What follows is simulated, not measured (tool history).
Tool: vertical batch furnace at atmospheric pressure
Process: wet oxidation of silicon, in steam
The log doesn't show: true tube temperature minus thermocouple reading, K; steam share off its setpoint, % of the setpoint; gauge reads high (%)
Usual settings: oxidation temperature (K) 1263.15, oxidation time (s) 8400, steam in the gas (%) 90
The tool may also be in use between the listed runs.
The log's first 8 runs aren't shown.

| run | hour | oxidation temperature (K) | oxidation time (s) | steam in the gas (%) | wafers since the last listed run | hours since the last temperature calibration | hours since the steam generator was serviced | hours since the gauge calibration | read-back reference wafer on the same gauge, thickness | oxide thickness on the monitor wafer (angstrom) |
|---|---|---|---|---|---|---|---|---|---|---|
| 9 | 477.6 | 1263.15 | 8400 | 90 | 1100 | 1857.1 | 1088.7 | 980.3 | 726.32 | 6311.1 |
| 10 | 511 | 1263.15 | 8400 | 97 | 287 | 1890.5 | 1122.1 | 1013.7 | 726.01 | 6593.7 |
| 11 | 551.4 | 1263.15 | 8400 | 90 | 347 | 1930.9 | 1162.5 | 1054.1 | 726.08 | 6285 |
| 12 | 585.8 | 1263.15 | 8400 | 90 | 295 | 1965.3 | 1196.9 | 1088.5 | 726.1 | 6253.3 |
| 13 | 654.8 | 1263.15 | 8400 | 90 | 593 | 2034.3 | 1265.9 | 1157.5 | 725.77 | 6302.2 |
| 14 | 708.2 | 1263.15 | 8400 | 90 | 458 | 2087.7 | 1319.3 | 1210.9 | 726.37 | 6308.1 |
| 15 | 769.6 | 1263.15 | 8400 | 90 | 527 | 2149.1 | 1380.7 | 1272.3 | 725.7 | 6301.6 |
| 16 | 819.1 | 1263.15 | 8400 | 90 | 425 | 2198.6 | 1430.2 | 1321.8 | 725.68 | 6257.5 |
| 17 | 875.3 | 1263.15 | 8400 | 90 | 483 | 2254.8 | 1486.4 | 1378 | 726.38 | 6249.2 |
|  | 967.7 | steam generator serviced |
|  | 1023.7 | gauge calibrated |
| 18 | 1083.1 | 1263.15 | 8400 | 90 | 1579 | 2462.6 | 115.4 | 59.4 | 725.84 | 6478.4 |

Forecast run 19:
| 19 | 1137.3 | 1263.15 | 8400 | 90 | 465 | 2516.8 | 169.6 | 113.6 | ? | ? |

read-back reference wafer on the same gauge, thickness: 726.06
oxide thickness on the monitor wafer (angstrom): 6441.9
Without the tool's hidden state the same run would have given oxide thickness on the monitor wafer (angstrom) 6397.9.
